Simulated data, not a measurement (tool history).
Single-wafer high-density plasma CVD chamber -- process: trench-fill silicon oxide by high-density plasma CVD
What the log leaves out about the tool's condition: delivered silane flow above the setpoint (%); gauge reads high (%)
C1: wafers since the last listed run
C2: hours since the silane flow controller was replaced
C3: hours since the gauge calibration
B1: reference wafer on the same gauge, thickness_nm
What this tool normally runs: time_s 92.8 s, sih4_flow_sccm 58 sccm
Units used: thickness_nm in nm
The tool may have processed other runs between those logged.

{"run": 1, "hour": 0.0, "time_s": 92.8, "sih4_flow_sccm": 53, "C1": 0, "C2": 3435.8, "C3": 572.9, "B1": 489.267, "thickness_nm": 413.663}
{"run": 2, "hour": 65.0, "time_s": 92.8, "sih4_flow_sccm": 53, "C1": 1219, "C2": 3500.8, "C3": 637.9, "B1": 490.338, "thickness_nm": 413.169}
{"run": 3, "hour": 103.8, "time_s": 92.8, "sih4_flow_sccm": 53, "C1": 727, "C2": 3539.6, "C3": 676.7, "B1": 490.526, "thickness_nm": 412.766}
{"run": 4, "hour": 157.4, "time_s": 84.3, "sih4_flow_sccm": 50, "C1": 1005, "C2": 3593.2, "C3": 730.3, "B1": 489.913, "thickness_nm": 354.689}
{"run": 5, "hour": 207.2, "time_s": 84.3, "sih4_flow_sccm": 50, "C1": 933, "C2": 3643.0, "C3": 780.1, "B1": 489.989, "thickness_nm": 353.288}
{"hour": 249.4, "done": "gauge calibrated"}
{"run": 6, "hour": 272.9, "time_s": 92.8, "sih4_flow_sccm": 58, "C1": 1232, "C2": 3708.7, "C3": 23.5, "B1": 490.108, "thickness_nm": 450.776}
{"run": 7, "hour": 315.9, "time_s": 92.8, "sih4_flow_sccm": 58, "C1": 806, "C2": 3751.7, "C3": 66.5, "B1": 490.15, "thickness_nm": 448.398}
{"run": 8, "hour": 340.9, "time_s": 92.8, "sih4_flow_sccm": 62, "C1": 468, "C2": 3776.7, "C3": 91.5, "B1": 489.802, "thickness_nm": 481.068}
{"run": 9, "hour": 395.2, "time_s": 92.8, "sih4_flow_sccm": 62, "C1": 1018, "C2": 3831.0, "C3": 145.8, "B1": 490.358, "thickness_nm": 479.878}
{"run": 10, "hour": 422.5, "time_s": 92.8, "sih4_flow_sccm": 62, "C1": 512, "C2": 3858.3, "C3": 173.1, "B1": 490.231, "thickness_nm": 480.672}
{"run": 11, "hour": 453.6, "time_s": 85.3, "sih4_flow_sccm": 50, "C1": 583, "C2": 3889.4, "C3": 204.2, "B1": 489.93, "thickness_nm": 355.507}
{"run": 12, "hour": 477.8, "time_s": 85.3, "sih4_flow_sccm": 50, "C1": 453, "C2": 3913.6, "C3": 228.4, "B1": 489.734, "thickness_nm": 354.04}
{"run": 13, "hour": 536.6, "time_s": 85.3, "sih4_flow_sccm": 50, "C1": 1102, "C2": 3972.4, "C3": 287.2, "B1": 489.358, "thickness_nm": 354.828}
{"run": 14, "hour": 574.2, "time_s": 92.8, "sih4_flow_sccm": 58, "C1": 705, "C2": 4010.0, "C3": 324.8, "B1": 489.906, "thickness_nm": 449.17}
{"run": 15, "hour": 604.4, "time_s": 105.6, "sih4_flow_sccm": 69, "C1": 566, "C2": 4040.2, "C3": 355.0, "B1": 489.783, "thickness_nm": 606.466}
{"hour": 669.7, "done": "silane flow controller replaced"}
{"run": 16, "hour": 713.1, "time_s": 85.3, "sih4_flow_sccm": 50, "C1": 1888, "C2": 43.4, "C3": 463.7, "B1": 490.063, "thickness_nm": 381.617}
{"run": 17, "hour": 757.5, "time_s": 85.8, "sih4_flow_sccm": 66, "C1": 832, "C2": 87.8, "C3": 508.1, "B1": 490.083, "thickness_nm": 506.116}
{"run": 18, "hour": 799.6, "time_s": 82.1, "sih4_flow_sccm": 53, "C1": 789, "C2": 129.9, "C3": 550.2, "B1": 489.524, "thickness_nm": 388.034}
{"run": 19, "hour": 1002.4, "time_s": 92.8, "sih4_flow_sccm": 58, "C1": 3803, "C2": 332.7, "C3": 753.0, "B1": 489.983, "thickness_nm": 481.086}
{"run": 20, "hour": 1027.8, "time_s": 92.8, "sih4_flow_sccm": 53, "C1": 476, "C2": 358.1, "C3": 778.4, "B1": 489.918, "thickness_nm": 437.789}
{"hour": 1031.3, "done": "gauge calibrated"}
{"run": 21, "hour": 1083.4, "time_s": 108.3, "sih4_flow_sccm": 50, "C1": 1042, "C2": 413.7, "C3": 52.1, "B1": 490.62, "thickness_nm": 484.922}
{"run": 22, "hour": 1117.7, "time_s": 98.3, "sih4_flow_sccm": 48, "C1": 643, "C2": 448.0, "C3": 86.4, "B1": 490.347, "thickness_nm": 418.218}
{"run": 23, "hour": 1160.6, "time_s": 107.7, "sih4_flow_sccm": 69, "C1": 804, "C2": 490.9, "C3": 129.3, "B1": 490.506, "thickness_nm": 657.968}
{"run": 24, "hour": 1222.0, "time_s": 80.1, "sih4_flow_sccm": 54, "C1": 1151, "C2": 552.3, "C3": 190.7, "B1": 490.293, "thickness_nm": 383.324}
{"run": 25, "hour": 1281.9, "time_s": 92.8, "sih4_flow_sccm": 58, "C1": 1123, "C2": 612.2, "C3": 250.6, "B1": 490.521, "thickness_nm": 477.542}
{"run": 26, "hour": 1313.9, "time_s": 92.8, "sih4_flow_sccm": 52, "C1": 600, "C2": 644.2, "C3": 282.6, "B1": 490.733, "thickness_nm": 427.607}
{"run": 27, "hour": 1380.5, "time_s": 92.8, "sih4_flow_sccm": 58, "C1": 1249, "C2": 710.8, "C3": 349.2, "B1": 490.281, "thickness_nm": 478.67}
{"run": 28, "hour": 1425.9, "time_s": 110.2, "sih4_flow_sccm": 58, "C1": 851, "C2": 756.2, "C3": 394.6, "B1": 489.632, "thickness_nm": 566.533}

For each run, the measured value with the value that run would have given without the tool's hidden condition subtracted. The run-to-run variation is shared by both, the gauge scatter possibly not:
run=1 thickness_nm=-25.103
run=2 thickness_nm=-25.559
run=3 thickness_nm=-25.824
run=4 thickness_nm=-22.536
run=5 thickness_nm=-22.768
run=6 thickness_nm=-29.590
run=7 thickness_nm=-29.787
run=8 thickness_nm=-32.176
run=9 thickness_nm=-32.574
run=10 thickness_nm=-32.868
run=11 thickness_nm=-24.512
run=12 thickness_nm=-24.569
run=13 thickness_nm=-25.008
run=14 thickness_nm=-31.968
run=15 thickness_nm=-43.501
run=16 thickness_nm=+1.023
run=17 thickness_nm=+0.996
run=18 thickness_nm=+0.503
run=19 thickness_nm=-0.947
run=20 thickness_nm=-1.041
run=21 thickness_nm=-1.590
run=22 thickness_nm=-1.603
run=23 thickness_nm=-2.979
run=24 thickness_nm=-2.118
run=25 thickness_nm=-3.104
run=26 thickness_nm=-3.002
run=27 thickness_nm=-3.881
run=28 thickness_nm=-5.014
